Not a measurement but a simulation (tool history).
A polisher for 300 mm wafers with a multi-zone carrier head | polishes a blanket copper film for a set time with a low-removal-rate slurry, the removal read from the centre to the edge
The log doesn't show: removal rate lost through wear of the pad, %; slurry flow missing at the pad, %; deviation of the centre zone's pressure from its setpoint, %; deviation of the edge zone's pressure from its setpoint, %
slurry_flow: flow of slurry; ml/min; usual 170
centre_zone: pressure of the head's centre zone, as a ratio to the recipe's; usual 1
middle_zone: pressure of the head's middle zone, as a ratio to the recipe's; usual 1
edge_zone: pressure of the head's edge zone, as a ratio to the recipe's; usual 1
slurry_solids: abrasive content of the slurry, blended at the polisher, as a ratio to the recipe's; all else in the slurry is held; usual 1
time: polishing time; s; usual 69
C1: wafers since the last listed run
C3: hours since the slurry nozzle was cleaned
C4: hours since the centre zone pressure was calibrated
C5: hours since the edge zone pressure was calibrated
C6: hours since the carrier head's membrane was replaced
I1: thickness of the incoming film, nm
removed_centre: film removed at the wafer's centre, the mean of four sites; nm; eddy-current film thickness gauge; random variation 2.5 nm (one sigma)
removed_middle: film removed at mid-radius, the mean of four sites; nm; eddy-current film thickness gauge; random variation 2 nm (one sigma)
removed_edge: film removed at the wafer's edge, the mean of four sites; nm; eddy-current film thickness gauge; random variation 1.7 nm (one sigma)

run 1 hour=0 | slurry_flow=135 centre_zone=1 middle_zone=1 edge_zone=1 slurry_solids=1 time=69 | C1=0 wafers_polished_on_this_pad=731 C3=81.2 C4=310.2 C5=1172.5 C6=154.8 | I1=1207.8 | removed_centre=149.1 removed_middle=156.7 removed_edge=164.7
run 2 hour=35.4 | slurry_flow=170 centre_zone=1 middle_zone=1 edge_zone=1 slurry_solids=0.8 time=69 | C1=302 wafers_polished_on_this_pad=1033 C3=116.6 C4=345.6 C5=1207.9 C6=190.2 | I1=1218 | removed_centre=144.1 removed_middle=152 removed_edge=159.5
run 3 hour=67.5 | slurry_flow=170 centre_zone=1 middle_zone=1 edge_zone=1 slurry_solids=1 time=69 | C1=274 wafers_polished_on_this_pad=1307 C3=148.7 C4=377.7 C5=1240 C6=222.3 | I1=1217.4 | removed_centre=153.1 removed_middle=161.8 removed_edge=167.6
run 4 hour=82.5 | slurry_flow=170 centre_zone=1 middle_zone=1 edge_zone=1 slurry_solids=1 time=69 | C1=128 wafers_polished_on_this_pad=1436 C3=163.7 C4=392.7 C5=1255 C6=237.3 | I1=1226.7 | removed_centre=151.1 removed_middle=158.2 removed_edge=167
-- hour=95.7 worn pad replaced by a new one
run 5 hour=101.6 | slurry_flow=120 centre_zone=1.06 middle_zone=1 edge_zone=1 slurry_solids=0.9 time=69 | C1=128 wafers_polished_on_this_pad=50 C3=182.8 C4=411.8 C5=1274.1 C6=256.4 | I1=1202.2 | removed_centre=141.2 removed_middle=143 removed_edge=153.6
run 6 hour=115.9 | slurry_flow=170 centre_zone=1 middle_zone=1 edge_zone=1 slurry_solids=1 time=69 | C1=122 wafers_polished_on_this_pad=172 C3=197.1 C4=426.1 C5=1288.4 C6=270.7 | I1=1216.8 | removed_centre=147.4 removed_middle=157.8 removed_edge=164.6
run 7 hour=130.5 | slurry_flow=170 centre_zone=1 middle_zone=0.9 edge_zone=0.96 slurry_solids=1 time=49 | C1=124 wafers_polished_on_this_pad=297 C3=211.7 C4=440.7 C5=1303 C6=285.3 | I1=1183.9 | removed_centre=104 removed_middle=104.4 removed_edge=116
run 8 hour=159 | slurry_flow=150 centre_zone=1 middle_zone=1 edge_zone=1.12 slurry_solids=1.2 time=69 | C1=243 wafers_polished_on_this_pad=540 C3=240.2 C4=469.2 C5=1331.5 C6=313.8 | I1=1220.5 | removed_centre=145.9 removed_middle=157.7 removed_edge=175.4
-- hour=167.1 slurry nozzle cleaned
run 9 hour=188.7 | slurry_flow=170 centre_zone=1.12 middle_zone=1 edge_zone=0.97 slurry_solids=1.15 time=90 | C1=245 wafers_polished_on_this_pad=785 C3=21.6 C4=498.9 C5=1361.2 C6=343.5 | I1=1226 | removed_centre=232.8 removed_middle=224.6 removed_edge=225.6
run 10 hour=230.5 | slurry_flow=170 centre_zone=1 middle_zone=1 edge_zone=1 slurry_solids=1.2 time=69 | C1=356 wafers_polished_on_this_pad=1142 C3=63.4 C4=540.7 C5=1403 C6=385.3 | I1=1215.8 | removed_centre=160.1 removed_middle=172.3 removed_edge=179.2
-- hour=234 centre zone pressure recalibrated
-- hour=243.6 edge zone pressure recalibrated
run 11 hour=245.9 | slurry_flow=170 centre_zone=1 middle_zone=1 edge_zone=1 slurry_solids=1 time=69 | C1=97 wafers_polished_on_this_pad=1239 C3=78.8 C4=11.9 C5=2.3 C6=400.7 | I1=1195.5 | removed_centre=164.4 removed_middle=164.4 removed_edge=172.8
run 12 hour=303.4 | slurry_flow=170 centre_zone=1 middle_zone=1 edge_zone=1 slurry_solids=1 time=69 | C1=490 wafers_polished_on_this_pad=1730 C3=136.3 C4=69.4 C5=59.8 C6=458.2 | I1=1199.7 | removed_centre=162.6 removed_middle=161.4 removed_edge=168
-- hour=313 worn pad replaced by a new one
run 13 hour=332.7 | slurry_flow=170 centre_zone=1 middle_zone=1 edge_zone=1 slurry_solids=1 time=69 | C1=216 wafers_polished_on_this_pad=168 C3=165.6 C4=98.7 C5=89.1 C6=487.5 | I1=1200.5 | removed_centre=156.8 removed_middle=156.3 removed_edge=169.1
run 14 hour=360.5 | slurry_flow=170 centre_zone=1 middle_zone=1 edge_zone=1 slurry_solids=1 time=69 | C1=237 wafers_polished_on_this_pad=405 C3=193.4 C4=126.5 C5=116.9 C6=515.3 | I1=1228.7 | removed_centre=150 removed_middle=157.2 removed_edge=170.2
run 15 hour=378.1 | slurry_flow=140 centre_zone=1 middle_zone=1 edge_zone=1 slurry_solids=1 time=69 | C1=150 wafers_polished_on_this_pad=555 C3=211 C4=144.1 C5=134.5 C6=532.9 | I1=1213.4 | removed_centre=144.9 removed_middle=145.9 removed_edge=163.3
run 16 hour=394 | slurry_flow=170 centre_zone=0.96 middle_zone=1 edge_zone=1 slurry_solids=1 time=69 | C1=135 wafers_polished_on_this_pad=691 C3=226.9 C4=160 C5=150.4 C6=548.8 | I1=1189.2 | removed_centre=146.1 removed_middle=158.2 removed_edge=165.6
run 17 hour=429.2 | slurry_flow=150 centre_zone=1.12 middle_zone=1 edge_zone=0.9 slurry_solids=1 time=62 | C1=300 wafers_polished_on_this_pad=992 C3=262.1 C4=195.2 C5=185.6 C6=584 | I1=1209.7 | removed_centre=138.7 removed_middle=132.9 removed_edge=136.7
run 18 hour=452 | slurry_flow=170 centre_zone=1 middle_zone=1 edge_zone=1 slurry_solids=1 time=69 | C1=194 wafers_polished_on_this_pad=1186 C3=284.9 C4=218 C5=208.4 C6=606.8 | I1=1185.1 | removed_centre=147.1 removed_middle=151.2 removed_edge=160.2
-- hour=461.3 slurry nozzle cleaned
run 19 hour=481.9 | slurry_flow=170 centre_zone=1.07 middle_zone=0.94 edge_zone=1 slurry_solids=1 time=58 | C1=246 wafers_polished_on_this_pad=1433 C3=20.6 C4=247.9 C5=238.3 C6=636.7 | I1=1190 | removed_centre=145.6 removed_middle=133.3 removed_edge=143.3
run 20 hour=495.5 | slurry_flow=200 centre_zone=1 middle_zone=1 edge_zone=1 slurry_solids=1 time=69 | C1=116 wafers_polished_on_this_pad=1549 C3=34.2 C4=261.5 C5=251.9 C6=650.3 | I1=1195 | removed_centre=163.8 removed_middle=170.2 removed_edge=171.7
run 21 hour=511.8 | slurry_flow=205 centre_zone=1.05 middle_zone=1 edge_zone=1.12 slurry_solids=1 time=69 | C1=139 wafers_polished_on_this_pad=1688 C3=50.5 C4=277.8 C5=268.2 C6=666.6 | I1=1217 | removed_centre=171.6 removed_middle=170.2 removed_edge=184.7

Forecast each of these 4 alternatives for the next run:
run A hour=512.2 | slurry_flow=170 centre_zone=1 middle_zone=1 edge_zone=1 slurry_solids=0.75 time=69 | C1=3 wafers_polished_on_this_pad=1692 C3=50.9 C4=278.2 C5=268.6 C6=667 | I1=1207 | removed_centre=? removed_middle=? removed_edge=?
run B hour=512.2 | slurry_flow=170 centre_zone=1.07 middle_zone=1 edge_zone=1 slurry_solids=0.9 time=69 | C1=3 wafers_polished_on_this_pad=1692 C3=50.9 C4=278.2 C5=268.6 C6=667 | I1=1207 | removed_centre=? removed_middle=? removed_edge=?
run C hour=512.2 | slurry_flow=170 centre_zone=1 middle_zone=0.91 edge_zone=1 slurry_solids=1 time=69 | C1=3 wafers_polished_on_this_pad=1692 C3=50.9 C4=278.2 C5=268.6 C6=667 | I1=1207 | removed_centre=? removed_middle=? removed_edge=?
run D hour=512.2 | slurry_flow=170 centre_zone=1 middle_zone=1 edge_zone=0.9 slurry_solids=1 time=69 | C1=3 wafers_polished_on_this_pad=1692 C3=50.9 C4=278.2 C5=268.6 C6=667 | I1=1207 | removed_centre=? removed_middle=? removed_edge=?

run=A removed_centre=148 removed_middle=153.3 removed_edge=159.1
run=B removed_centre=165.1 removed_middle=161.2 removed_edge=167.4
run=C removed_centre=160.1 removed_middle=156.8 removed_edge=172.4
run=D removed_centre=160.2 removed_middle=166 removed_edge=164
Without the tool's hidden state the same runs would have given:
run=A removed_centre=159.6 removed_middle=155.3 removed_edge=160.7
run=B removed_centre=178.1 removed_middle=163.3 removed_edge=169
run=C removed_centre=172.7 removed_middle=158.8 removed_edge=174.1
run=D removed_centre=172.8 removed_middle=168.1 removed_edge=165.5
